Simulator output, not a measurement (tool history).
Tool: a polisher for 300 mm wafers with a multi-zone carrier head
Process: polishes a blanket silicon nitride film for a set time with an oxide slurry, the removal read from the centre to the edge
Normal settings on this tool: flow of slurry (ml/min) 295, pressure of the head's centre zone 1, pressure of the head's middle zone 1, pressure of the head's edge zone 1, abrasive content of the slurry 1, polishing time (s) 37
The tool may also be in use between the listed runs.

run	hour	flow of slurry (ml/min)	pressure of the head's centre zone	pressure of the head's middle zone	pressure of the head's edge zone	abrasive content of the slurry	polishing time (s)	wafers since the last listed run	wafers polished on this pad	hours since the slurry nozzle was cleaned	hours since the centre zone pressure was calibrated	hours since the edge zone pressure was calibrated	hours since the carrier head's membrane was replaced	incoming thickness of the incoming film, nm	film removed at the wafer's centre (nm)	film removed at mid-radius (nm)	film removed at the wafer's edge (nm)
1	0	295	1	1	0.93	1	37	0	338	330.9	990.3	114.6	1086.7	502.1	15.6	15.6	15
2	38.6	375	1	1	1	1	31	362	700	369.5	1028.9	153.2	1125.3	492.2	13.1	12.9	13.1
# hour 77.6: worn pad replaced by a new one
3	78.1	295	1	1	1	1.2	37	333	4	409	1068.4	192.7	1164.8	502	17.2	17.3	17.2
4	131.1	295	1	1	1	1	37	497	502	462	1121.4	245.7	1217.8	498.5	15.4	15	15.5
5	188.6	295	1	1	1	1	37	540	1042	519.5	1178.9	303.2	1275.3	507.2	15.1	15.3	15.1
# hour 208.6: worn pad replaced by a new one
6	218.3	295	1	1	1	1	37	241	90	549.2	1208.6	332.9	1305	498.2	15.7	15.8	15.8
7	262.4	295	1	1	1	1	41	414	504	593.3	1252.7	377	1349.1	499.8	17.1	17.3	17.2
# hour 277.3: centre zone pressure recalibrated
# hour 281.1: carrier head's membrane replaced by a new one
8	293.6	295	0.94	1.04	1	1.25	47	238	743	624.5	16.3	408.2	12.5	503.5	20.4	21.9	21.7
# hour 297.1: slurry nozzle cleaned
9	335	295	1	1	1.11	1	37	379	1122	37.9	57.7	449.6	53.9	498.7	14.8	14.9	16
# hour 354.1: worn pad replaced by a new one
10	386.7	295	1	1.09	1	0.7	37	448	306	89.6	109.4	501.3	105.6	500.9	12.4	13.4	12.5
# hour 449.9: edge zone pressure recalibrated
11	458.4	295	1	1	1	1	37	654	961	161.3	181.1	8.5	177.3	497.2	14.9	15.3	15.3
# hour 475.9: worn pad replaced by a new one
12	506.2	260	1	1	1	1	37	411	284	209.1	228.9	56.3	225.1	506.7	15.2	15.4	15.3
13	538.1	295	1	1.06	1.11	1	37	299	583	241	260.8	88.2	257	493.7	15.3	15.9	15.9
# hour 592.9: worn pad replaced by a new one
14	598.7	295	1	1	0.88	1.1	37	531	54	301.6	321.4	148.8	317.6	498.7	16.5	16.5	15.5
15	622.7	295	0.94	1.04	1	1.25	47	225	279	325.6	345.4	172.8	341.6	500.8	20.6	22.7	22

Alternative continuations, all from the tool just after run 15; predict every row:
A	623.1	295	1	1	1	1	27	3	283	326	345.8	173.2	342	500.7	?	?	?
B	623.1	295	1	1	1.08	1	41	3	283	326	345.8	173.2	342	500.7	?	?	?
C	623.1	380	0.93	1	1.07	1	37	3	283	326	345.8	173.2	342	500.7	?	?	?
D	623.1	295	1	0.96	1	0.8	37	3	283	326	345.8	173.2	342	500.7	?	?	?

run	film removed at the wafer's centre (nm)	film removed at mid-radius (nm)	film removed at the wafer's edge (nm)
A	11.2	11.3	11.4
B	17.1	17.1	17.9
C	14.7	15.8	16.4
D	13.5	13.1	13.7
Stripped of hidden state, with their random variation kept, the same runs would have yielded:
run	film removed at the wafer's centre (nm)	film removed at mid-radius (nm)	film removed at the wafer's edge (nm)
A	11.5	11.5	11.6
B	17.4	17.5	18.3
C	15	16.2	16.7
D	13.8	13.4	14
